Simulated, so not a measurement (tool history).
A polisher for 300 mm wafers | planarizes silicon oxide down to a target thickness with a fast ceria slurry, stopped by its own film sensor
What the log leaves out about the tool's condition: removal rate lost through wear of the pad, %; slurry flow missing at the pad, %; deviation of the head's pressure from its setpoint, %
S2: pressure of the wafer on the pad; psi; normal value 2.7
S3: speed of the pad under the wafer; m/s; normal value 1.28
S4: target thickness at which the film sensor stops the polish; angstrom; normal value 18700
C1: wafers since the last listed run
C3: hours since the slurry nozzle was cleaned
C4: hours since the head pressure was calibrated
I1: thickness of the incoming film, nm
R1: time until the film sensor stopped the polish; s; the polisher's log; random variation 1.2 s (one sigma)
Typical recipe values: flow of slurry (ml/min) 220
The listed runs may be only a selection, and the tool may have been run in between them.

run 1 hour=0.0 | flow_of_slurry_(ml/min)=220 S2=2.7 S3=1.28 S4=18700 | C1=0 wafers_polished_on_this_pad=441 C3=97.5 C4=848.4 | I1=3118.7 | R1=70.9
run 2 hour=64.4 | flow_of_slurry_(ml/min)=245 S2=3.0 S3=1.28 S4=18700 | C1=879 wafers_polished_on_this_pad=1321 C3=161.9 C4=912.8 | I1=3184.6 | R1=69.7
-- hour=111.6 worn pad replaced by a new one
run 3 hour=130.0 | flow_of_slurry_(ml/min)=220 S2=2.2 S3=1.28 S4=18700 | C1=841 wafers_polished_on_this_pad=251 C3=227.5 C4=978.4 | I1=3191.4 | R1=89.0
run 4 hour=199.5 | flow_of_slurry_(ml/min)=220 S2=2.2 S3=1.28 S4=18700 | C1=949 wafers_polished_on_this_pad=1201 C3=297.0 C4=1047.9 | I1=3093.1 | R1=83.3
run 5 hour=259.9 | flow_of_slurry_(ml/min)=220 S2=2.2 S3=1.28 S4=18700 | C1=825 wafers_polished_on_this_pad=2026 C3=357.4 C4=1108.3 | I1=3143.1 | R1=87.1
-- hour=271.9 slurry nozzle cleaned
-- hour=273.4 worn pad replaced by a new one
run 6 hour=289.3 | flow_of_slurry_(ml/min)=220 S2=2.7 S3=1.28 S4=18700 | C1=367 wafers_polished_on_this_pad=216 C3=17.4 C4=1137.7 | I1=3190.1 | R1=71.6
run 7 hour=338.5 | flow_of_slurry_(ml/min)=220 S2=2.7 S3=1.28 S4=18700 | C1=672 wafers_polished_on_this_pad=888 C3=66.6 C4=1186.9 | I1=3130.5 | R1=68.2
run 8 hour=407.3 | flow_of_slurry_(ml/min)=195 S2=2.7 S3=1.28 S4=18700 | C1=939 wafers_polished_on_this_pad=1828 C3=135.4 C4=1255.7 | I1=3119.3 | R1=71.2
-- hour=412.3 worn pad replaced by a new one
-- hour=464.5 head pressure recalibrated
run 9 hour=470.0 | flow_of_slurry_(ml/min)=220 S2=3.5 S3=1.28 S4=18700 | C1=774 wafers_polished_on_this_pad=760 C3=198.1 C4=5.5 | I1=3131.9 | R1=62.5
-- hour=540.3 worn pad replaced by a new one
run 10 hour=541.5 | flow_of_slurry_(ml/min)=220 S2=2.7 S3=1.28 S4=18700 | C1=922 wafers_polished_on_this_pad=15 C3=269.6 C4=77.0 | I1=3156.1 | R1=79.4
run 11 hour=567.6 | flow_of_slurry_(ml/min)=265 S2=2.7 S3=1.28 S4=18700 | C1=356 wafers_polished_on_this_pad=372 C3=295.7 C4=103.1 | I1=3095.1 | R1=75.3
run 12 hour=618.8 | flow_of_slurry_(ml/min)=290 S2=2.2 S3=0.94 S4=21520 | C1=699 wafers_polished_on_this_pad=1072 C3=346.9 C4=154.3 | I1=3130.4 | R1=94.8
-- hour=649.6 slurry nozzle cleaned
run 13 hour=664.6 | flow_of_slurry_(ml/min)=220 S2=2.2 S3=1.28 S4=18700 | C1=612 wafers_polished_on_this_pad=1684 C3=15.0 C4=200.1 | I1=3120.8 | R1=86.1
-- hour=690.0 worn pad replaced by a new one
run 14 hour=704.9 | flow_of_slurry_(ml/min)=200 S2=2.7 S3=1.28 S4=18700 | C1=495 wafers_polished_on_this_pad=202 C3=55.3 C4=240.4 | I1=3172.5 | R1=77.2

What was the tool's hidden state at every run in the log?
removal rate lost through wear of the pad, %: 0 in every run
H1: slurry flow missing at the pad, %
H2: deviation of the head's pressure from its setpoint, %
run=1 H1=25.7 H2=12.9
run=2 H1=33.5 H2=13.2
run=3 H1=38.4 H2=13.4
run=4 H1=41.5 H2=13.6
run=5 H1=43.2 H2=13.7
run=6 H1=8.13 H2=13.8
run=7 H1=19.4 H2=13.9
run=8 H1=29.6 H2=14
run=9 H1=35.4 H2=1.65
run=10 H1=39.4 H2=3.48
run=11 H1=40.4 H2=4.08
run=12 H1=41.9 H2=5.16
run=13 H1=11.5 H2=6.03
run=14 H1=21.2 H2=6.72
